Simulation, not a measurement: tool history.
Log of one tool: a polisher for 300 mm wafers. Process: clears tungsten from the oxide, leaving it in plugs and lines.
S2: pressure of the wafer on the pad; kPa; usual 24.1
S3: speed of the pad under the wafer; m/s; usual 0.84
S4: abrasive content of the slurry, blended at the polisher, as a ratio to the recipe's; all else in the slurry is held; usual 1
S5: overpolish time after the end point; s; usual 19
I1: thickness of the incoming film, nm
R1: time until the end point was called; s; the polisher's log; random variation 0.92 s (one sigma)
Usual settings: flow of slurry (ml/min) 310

Run 1, day 0: usual settings; I1 433.5. Result: R1 109.1 s.
Run 2, day 0.558: usual settings but S3 1.04 m/s; I1 430.3. Result: R1 89.1 s.
At day 0.979: slurry blender recalibrated.
At day 1.008: worn pad replaced by a new one.
Run 3, day 1.029: usual settings; I1 434.5. Result: R1 109.3 s.
Run 4, day 1.675: usual settings; I1 437.6. Result: R1 109 s.
Run 5, day 2.05: usual settings but flow of slurry (ml/min) 415, S2 31.7 kPa; I1 440. Result: R1 81.8 s.
Run 6, day 2.771: usual settings but flow of slurry (ml/min) 395, S2 28.3 kPa, S3 1.14 m/s, S4 1.3; I1 439. Result: R1 64.5 s.
At day 3.021: slurry tank refilled with fresh slurry and peroxide.
Run 7, day 3.325: usual settings but S5 24 s; I1 426.6. Result: R1 107.7 s.
Run 8, day 4.342: usual settings but S3 1.06 m/s; I1 430.7. Result: R1 87.2 s.
Run 9, day 5.079: usual settings; I1 430.5. Result: R1 109.4 s.
Run 10, day 5.771: usual settings; I1 433.8. Result: R1 109.5 s.
At day 5.975: slurry blender recalibrated.
Run 11, day 6.067: usual settings but flow of slurry (ml/min) 255, S3 1.1 m/s, S5 10 s; I1 439.4. Result: R1 87.2 s.
Run 12, day 6.367: usual settings; I1 433.9. Result: R1 110.4 s.
At day 7.083: worn pad replaced by a new one.
Run 13, day 7.104: usual settings; I1 430.3. Result: R1 107.1 s.
Run 14, day 7.379: usual settings but S4 1.1; I1 438.5. Result: R1 106.5 s.
Run 15, day 7.858: usual settings; I1 435.2. Result: R1 106.2 s.
Run 16, day 8.562: usual settings but flow of slurry (ml/min) 370, S3 0.7 m/s; I1 438.8. Result: R1 130.5 s.
At day 8.829: slurry tank refilled with fresh slurry and peroxide.
Run 17, day 8.908: usual settings but S3 0.98 m/s; I1 433.2. Result: R1 92.9 s.
Run 18, day 10.817: usual settings but flow of slurry (ml/min) 370, S3 0.6 m/s; I1 437. Result: R1 153 s.
Run 19, day 11.171: usual settings but flow of slurry (ml/min) 280, S3 0.68 m/s; I1 427.2. Result: R1 134.6 s.
Run 20, day 11.762: usual settings; I1 434. Result: R1 110 s.
At day 12.054: slurry blender recalibrated.
At day 12.225: worn pad replaced by a new one.
Run 21, day 12.246: usual settings but flow of slurry (ml/min) 360, S3 0.94 m/s, S4 1.2; I1 439.8. Result: R1 92.8 s.
Run 22, day 12.767: usual settings; I1 434.6. Result: R1 105.9 s.
Run 23, day 13.279: usual settings but flow of slurry (ml/min) 230, S3 0.68 m/s, S5 28 s; I1 428. Result: R1 135.1 s.
Run 24, day 13.571: usual settings but flow of slurry (ml/min) 370, S2 22.1 kPa, S4 1.25; I1 435.5. Result: R1 111.1 s.
At day 13.829: slurry tank refilled with fresh slurry and peroxide.
Run 25, day 14.05: usual settings; I1 433.3. Result: R1 108.5 s.
Run 26, day 14.638: usual settings but S2 17.2 kPa; I1 434.7. Result: R1 152.5 s.
Run 27, day 14.988: usual settings but S2 31.7 kPa, S3 0.92 m/s, S5 23 s; I1 428.8. Result: R1 74.5 s.

Forecast each of these 3 alternatives for the next run:
Run A, day 15.008: usual settings; I1 440.8. Result: R1 ?.
Run B, day 15.008: usual settings but S2 31.7 kPa, S3 0.6 m/s, S4 0.7; I1 440.8. Result: R1 ?.
Run C, day 15.008: usual settings but flow of slurry (ml/min) 275, S5 12 s; I1 440.8. Result: R1 ?.

run     R1
  A  109.2
  B  124.5
  C  110.4
Without the tool's hidden state the same runs would have given:
run     R1
  A    107
  B    122
  C  108.2
